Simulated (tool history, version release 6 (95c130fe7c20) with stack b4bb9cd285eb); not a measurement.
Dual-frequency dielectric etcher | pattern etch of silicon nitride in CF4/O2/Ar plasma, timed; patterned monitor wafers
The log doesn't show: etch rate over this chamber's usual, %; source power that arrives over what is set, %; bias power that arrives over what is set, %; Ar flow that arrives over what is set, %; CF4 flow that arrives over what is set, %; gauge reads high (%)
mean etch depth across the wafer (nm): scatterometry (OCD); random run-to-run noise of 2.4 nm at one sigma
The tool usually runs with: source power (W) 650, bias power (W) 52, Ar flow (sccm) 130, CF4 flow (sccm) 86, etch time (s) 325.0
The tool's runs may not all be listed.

| run | day | source power (W) | bias power (W) | Ar flow (sccm) | CF4 flow (sccm) | etch time (s) | wafers since the last listed run | hours since the last wet clean | hours since the last source power generator calibration | hours since the last bias power generator calibration | hours since the last Ar flow controller change | hours since the last CF4 flow controller change | hours since the last upper electrode change | hours since the gauge calibration | read-back reference wafer on the same gauge, depth_nm | mean etch depth across the wafer (nm) |
|---|---|---|---|---|---|---|---|---|---|---|---|---|---|---|---|---|
| 1 | 0.000 | 650 | 52 | 130 | 86 | 325.0 | 0 | 408.1 | 3936.2 | 1926.3 | 6189.7 | 5502.3 | 5191.9 | 192.5 | 643.6 | 809.4 |
| 2 | 0.254 | 750 | 52 | 130 | 76 | 325.0 | 41 | 414.2 | 3942.3 | 1932.4 | 6195.8 | 5508.4 | 5198.0 | 198.6 | 643.4 | 879.0 |
| 3 | 1.000 | 650 | 52 | 130 | 81 | 296.5 | 122 | 432.1 | 3960.2 | 1950.3 | 6213.7 | 5526.3 | 5215.9 | 216.5 | 643.4 | 734.4 |
| 4 | 1.629 | 650 | 52 | 130 | 81 | 296.5 | 103 | 447.2 | 3975.3 | 1965.4 | 6228.8 | 5541.4 | 5231.0 | 231.6 | 643.6 | 732.1 |
|  | 3.075 | wet clean of the chamber |
| 5 | 3.096 | 650 | 52 | 130 | 86 | 325.0 | 76 | 0.5 | 4010.5 | 2000.6 | 6264.0 | 5576.6 | 5266.2 | 266.8 | 643.3 | 793.5 |
| 6 | 3.112 | 650 | 52 | 130 | 86 | 325.0 | 2 | 0.9 | 4010.9 | 2001.0 | 6264.4 | 5577.0 | 5266.6 | 267.2 | 643.7 | 790.5 |
| 7 | 3.129 | 650 | 52 | 130 | 86 | 325.0 | 2 | 1.3 | 4011.3 | 2001.4 | 6264.8 | 5577.4 | 5267.0 | 267.6 | 643.3 | 788.5 |
|  | 3.688 | gauge calibrated |
|  | 4.288 | source power generator calibrated |
| 8 | 4.421 | 650 | 52 | 130 | 86 | 325.0 | 184 | 32.3 | 3.2 | 2032.4 | 6295.8 | 5608.4 | 5298.0 | 17.6 | 643.0 | 791.0 |
|  | 5.279 | CF4 flow controller replaced |
| 9 | 5.300 | 650 | 52 | 130 | 86 | 325.0 | 103 | 53.4 | 24.3 | 2053.5 | 6316.9 | 0.5 | 5319.1 | 38.7 | 643.7 | 794.7 |
| 10 | 5.521 | 650 | 52 | 148 | 86 | 325.0 | 36 | 58.7 | 29.6 | 2058.8 | 6322.2 | 5.8 | 5324.4 | 44.0 | 642.9 | 778.8 |
| 11 | 6.042 | 650 | 52 | 130 | 79 | 325.0 | 85 | 71.2 | 42.1 | 2071.3 | 6334.7 | 18.3 | 5336.9 | 56.5 | 642.8 | 782.3 |
|  | 6.858 | bias power generator calibrated |
|  | 6.917 | Ar flow controller replaced |
|  | 7.912 | upper electrode replaced |
| 12 | 7.933 | 650 | 52 | 130 | 86 | 325.0 | 109 | 116.6 | 87.5 | 25.8 | 24.4 | 63.7 | 0.5 | 101.9 | 642.8 | 792.2 |
| 13 | 7.950 | 650 | 52 | 130 | 106 | 325.0 | 2 | 117.0 | 87.9 | 26.2 | 24.8 | 64.1 | 0.9 | 102.3 | 642.5 | 815.3 |
| 14 | 7.967 | 650 | 52 | 130 | 86 | 325.0 | 2 | 117.4 | 88.3 | 26.6 | 25.2 | 64.5 | 1.3 | 102.7 | 642.5 | 791.3 |
| 15 | 8.250 | 750 | 52 | 151 | 86 | 325.0 | 46 | 124.2 | 95.1 | 33.4 | 32.0 | 71.3 | 8.1 | 109.5 | 642.7 | 856.0 |
| 16 | 8.662 | 650 | 52 | 130 | 86 | 325.0 | 67 | 134.1 | 105.0 | 43.3 | 41.9 | 81.2 | 18.0 | 119.4 | 643.6 | 795.4 |
| 17 | 9.396 | 650 | 39 | 121 | 86 | 325.0 | 120 | 151.7 | 122.6 | 60.9 | 59.5 | 98.8 | 35.6 | 137.0 | 643.3 | 726.5 |
| 18 | 9.788 | 650 | 52 | 130 | 86 | 386.5 | 64 | 161.1 | 132.0 | 70.3 | 68.9 | 108.2 | 45.0 | 146.4 | 643.2 | 943.1 |
| 19 | 10.246 | 650 | 63 | 130 | 86 | 325.0 | 75 | 172.1 | 143.0 | 81.3 | 79.9 | 119.2 | 56.0 | 157.4 | 643.3 | 857.8 |
| 20 | 10.808 | 780 | 52 | 130 | 98 | 405.5 | 92 | 185.6 | 156.5 | 94.8 | 93.4 | 132.7 | 69.5 | 170.9 | 642.6 | 1149.7 |
| 21 | 11.217 | 650 | 52 | 130 | 86 | 372.0 | 66 | 195.4 | 166.3 | 104.6 | 103.2 | 142.5 | 79.3 | 180.7 | 642.3 | 912.4 |

Run-by-run hidden state of the tool:
source power that arrives over what is set, %: 0 at every run
bias power that arrives over what is set, %: 0 at every run
Ar flow that arrives over what is set, %: 0 at every run
CF4 flow that arrives over what is set, %: 0 at every run
gauge reads high (%): 0 at every run
H1: etch rate over this chamber's usual, %
| run | H1 |
|---|---|
| 1 | 2.3 |
| 2 | 2.33 |
| 3 | 2.42 |
| 4 | 2.49 |
| 5 | -0.226 |
| 6 | -0.224 |
| 7 | -0.222 |
| 8 | -0.073 |
| 9 | 0.0284 |
| 10 | 0.0538 |
| 11 | 0.114 |
| 12 | 0.332 |
| 13 | 0.334 |
| 14 | 0.336 |
| 15 | 0.369 |
| 16 | 0.416 |
| 17 | 0.501 |
| 18 | 0.546 |
| 19 | 0.599 |
| 20 | 0.664 |
| 21 | 0.711 |
